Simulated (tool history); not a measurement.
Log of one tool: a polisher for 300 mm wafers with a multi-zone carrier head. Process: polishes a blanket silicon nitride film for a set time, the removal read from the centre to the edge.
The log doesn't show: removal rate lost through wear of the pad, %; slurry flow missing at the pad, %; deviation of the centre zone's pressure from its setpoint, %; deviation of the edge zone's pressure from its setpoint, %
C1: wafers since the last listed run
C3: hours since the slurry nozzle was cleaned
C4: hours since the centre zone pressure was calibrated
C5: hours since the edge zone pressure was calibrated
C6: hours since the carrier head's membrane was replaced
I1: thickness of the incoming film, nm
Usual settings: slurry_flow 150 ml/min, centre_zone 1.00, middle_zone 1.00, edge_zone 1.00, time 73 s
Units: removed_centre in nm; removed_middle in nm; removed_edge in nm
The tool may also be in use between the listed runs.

Run 1, hour 0.0: usual settings but slurry_flow 190 ml/min, edge_zone 0.96; C1 0; wafers polished on this pad 3653; C3 179.5; C4 739.3; C5 198.5; C6 633.4; I1 830.5. Result: removed_centre 237.5 nm, removed_middle 254.3 nm, removed_edge 239.9 nm.
At hour 8.9: carrier head's membrane replaced by a new one.
Run 2, hour 64.7: usual settings; C1 663; wafers polished on this pad 4317; C3 244.2; C4 804.0; C5 263.2; C6 55.8; I1 807.2. Result: removed_centre 224.1 nm, removed_middle 243.7 nm, removed_edge 232.7 nm.
At hour 129.7: centre zone pressure recalibrated.
Run 3, hour 145.8: usual settings but slurry_flow 120 ml/min, edge_zone 0.91; C1 879; wafers polished on this pad 5197; C3 325.3; C4 16.1; C5 344.3; C6 136.9; I1 827.8. Result: removed_centre 216.8 nm, removed_middle 229.7 nm, removed_edge 218.9 nm.
At hour 208.0: worn pad replaced by a new one.
Run 4, hour 208.7: usual settings but centre_zone 0.93; C1 654; wafers polished on this pad 7; C3 388.2; C4 79.0; C5 407.2; C6 199.8; I1 809.2. Result: removed_centre 224.2 nm, removed_middle 239.3 nm, removed_edge 231.2 nm.
Run 5, hour 313.3: usual settings but slurry_flow 100 ml/min, centre_zone 1.05, edge_zone 0.92; C1 1163; wafers polished on this pad 1171; C3 492.8; C4 183.6; C5 511.8; C6 304.4; I1 824.4. Result: removed_centre 203.3 nm, removed_middle 206.2 nm, removed_edge 206.6 nm.
Run 6, hour 367.9: usual settings but edge_zone 1.05, time 94 s; C1 607; wafers polished on this pad 1778; C3 547.4; C4 238.2; C5 566.4; C6 359.0; I1 808.0. Result: removed_centre 294.3 nm, removed_middle 303.9 nm, removed_edge 305.9 nm.
Run 7, hour 473.6: usual settings but middle_zone 0.91; C1 1175; wafers polished on this pad 2953; C3 653.1; C4 343.9; C5 672.1; C6 464.7; I1 822.0. Result: removed_centre 222.5 nm, removed_middle 219.6 nm, removed_edge 229.5 nm.
Run 8, hour 518.9: usual settings but centre_zone 1.12; C1 503; wafers polished on this pad 3457; C3 698.4; C4 389.2; C5 717.4; C6 510.0; I1 814.8. Result: removed_centre 232.8 nm, removed_middle 233.5 nm, removed_edge 224.4 nm.
Run 9, hour 595.7: usual settings but edge_zone 1.03, time 85 s; C1 854; wafers polished on this pad 4311; C3 775.2; C4 466.0; C5 794.2; C6 586.8; I1 818.6. Result: removed_centre 250.4 nm, removed_middle 263.8 nm, removed_edge 264.2 nm.
At hour 630.0: carrier head's membrane replaced by a new one.
Run 10, hour 676.0: usual settings; C1 837; wafers polished on this pad 5148; C3 855.5; C4 546.3; C5 874.5; C6 46.0; I1 833.1. Result: removed_centre 206.7 nm, removed_middle 216.7 nm, removed_edge 216.4 nm.
At hour 685.9: slurry nozzle cleaned.
Run 11, hour 722.9: usual settings but slurry_flow 110 ml/min, centre_zone 0.90, middle_zone 0.92, edge_zone 1.11; C1 510; wafers polished on this pad 5659; C3 37.0; C4 593.2; C5 921.4; C6 92.9; I1 825.1. Result: removed_centre 199.5 nm, removed_middle 213.9 nm, removed_edge 232.5 nm.
Run 12, hour 780.9: usual settings; C1 644; wafers polished on this pad 6304; C3 95.0; C4 651.2; C5 979.4; C6 150.9; I1 826.4. Result: removed_centre 234.7 nm, removed_middle 241.0 nm, removed_edge 237.9 nm.
At hour 833.0: worn pad replaced by a new one.
Run 13, hour 839.9: usual settings but slurry_flow 190 ml/min, centre_zone 0.89, time 98 s; C1 611; wafers polished on this pad 77; C3 154.0; C4 710.2; C5 1038.4; C6 209.9; I1 818.5. Result: removed_centre 302.5 nm, removed_middle 342.0 nm, removed_edge 328.1 nm.
Run 14, hour 1012.9: usual settings but slurry_flow 120 ml/min, centre_zone 0.88, time 80 s; C1 1923; wafers polished on this pad 2000; C3 327.0; C4 883.2; C5 1211.4; C6 382.9; I1 816.8. Result: removed_centre 210.0 nm, removed_middle 250.9 nm, removed_edge 249.1 nm.
At hour 1060.4: edge zone pressure recalibrated.
At hour 1063.6: centre zone pressure recalibrated.
Run 15, hour 1081.9: usual settings but slurry_flow 115 ml/min, centre_zone 0.96, edge_zone 1.07; C1 722; wafers polished on this pad 2723; C3 396.0; C4 18.3; C5 21.5; C6 451.9; I1 820.1. Result: removed_centre 215.1 nm, removed_middle 230.9 nm, removed_edge 227.7 nm.
Run 16, hour 1129.8: usual settings; C1 532; wafers polished on this pad 3256; C3 443.9; C4 66.2; C5 69.4; C6 499.8; I1 833.6. Result: removed_centre 236.6 nm, removed_middle 246.7 nm, removed_edge 232.6 nm.
Run 17, hour 1233.1: usual settings but centre_zone 0.95, middle_zone 0.94, time 64 s; C1 1148; wafers polished on this pad 4405; C3 547.2; C4 169.5; C5 172.7; C6 603.1; I1 809.5. Result: removed_centre 194.2 nm, removed_middle 201.5 nm, removed_edge 204.8 nm.
At hour 1253.0: carrier head's membrane replaced by a new one.
Run 18, hour 1340.1: usual settings; C1 1134; wafers polished on this pad 5539; C3 654.2; C4 276.5; C5 279.7; C6 87.1; I1 812.2. Result: removed_centre 225.3 nm, removed_middle 240.1 nm, removed_edge 229.2 nm.
Run 19, hour 1385.1: usual settings but slurry_flow 185 ml/min, time 99 s; C1 500; wafers polished on this pad 6039; C3 699.2; C4 321.5; C5 324.7; C6 132.1; I1 831.3. Result: removed_centre 321.7 nm, removed_middle 322.1 nm, removed_edge 320.2 nm.
Run 20, hour 1433.6: usual settings but middle_zone 0.88, edge_zone 0.90; C1 539; wafers polished on this pad 6579; C3 747.7; C4 370.0; C5 373.2; C6 180.6; I1 826.1. Result: removed_centre 216.7 nm, removed_middle 216.3 nm, removed_edge 222.9 nm.
At hour 1475.0: worn pad replaced by a new one.
At hour 1511.2: slurry nozzle cleaned.
Run 21, hour 1516.4: usual settings but slurry_flow 175 ml/min, middle_zone 0.90, time 96 s; C1 865; wafers polished on this pad 448; C3 5.2; C4 452.8; C5 456.0; C6 263.4; I1 820.5. Result: removed_centre 323.3 nm, removed_middle 309.0 nm, removed_edge 318.4 nm.
Run 22, hour 1683.2: usual settings but centre_zone 1.04; C1 1854; wafers polished on this pad 2303; C3 172.0; C4 619.6; C5 622.8; C6 430.2; I1 824.6. Result: removed_centre 237.3 nm, removed_middle 242.3 nm, removed_edge 237.2 nm.
Run 23, hour 1722.1: usual settings; C1 432; wafers polished on this pad 2736; C3 210.9; C4 658.5; C5 661.7; C6 469.1; I1 808.2. Result: removed_centre 227.0 nm, removed_middle 243.1 nm, removed_edge 232.0 nm.

3 ways to go on from here, each from the tool as it stands after run 23. What would each give?
Run A, hour 1722.6: usual settings; C1 5; wafers polished on this pad 2741; C3 211.4; C4 659.0; C5 662.2; C6 469.6; I1 810.7. Result: removed_centre ?, removed_middle ?, removed_edge ?.
Run B, hour 1722.6: usual settings but middle_zone 1.07; C1 5; wafers polished on this pad 2741; C3 211.4; C4 659.0; C5 662.2; C6 469.6; I1 810.7. Result: removed_centre ?, removed_middle ?, removed_edge ?.
Run C, hour 1722.6: usual settings but slurry_flow 105 ml/min, centre_zone 1.05, edge_zone 0.91; C1 5; wafers polished on this pad 2741; C3 211.4; C4 659.0; C5 662.2; C6 469.6; I1 810.7. Result: removed_centre ?, removed_middle ?, removed_edge ?.

run  removed_centre  removed_middle  removed_edge
  A           225.5           242.0         235.6
  B           225.6           252.4         235.4
  C           207.1           219.5         213.5
Without the tool's hidden state the same runs would have given:
run  removed_centre  removed_middle  removed_edge
  A           235.5           244.9         237.6
  B           235.5           255.4         237.5
  C           217.7           223.3         216.1
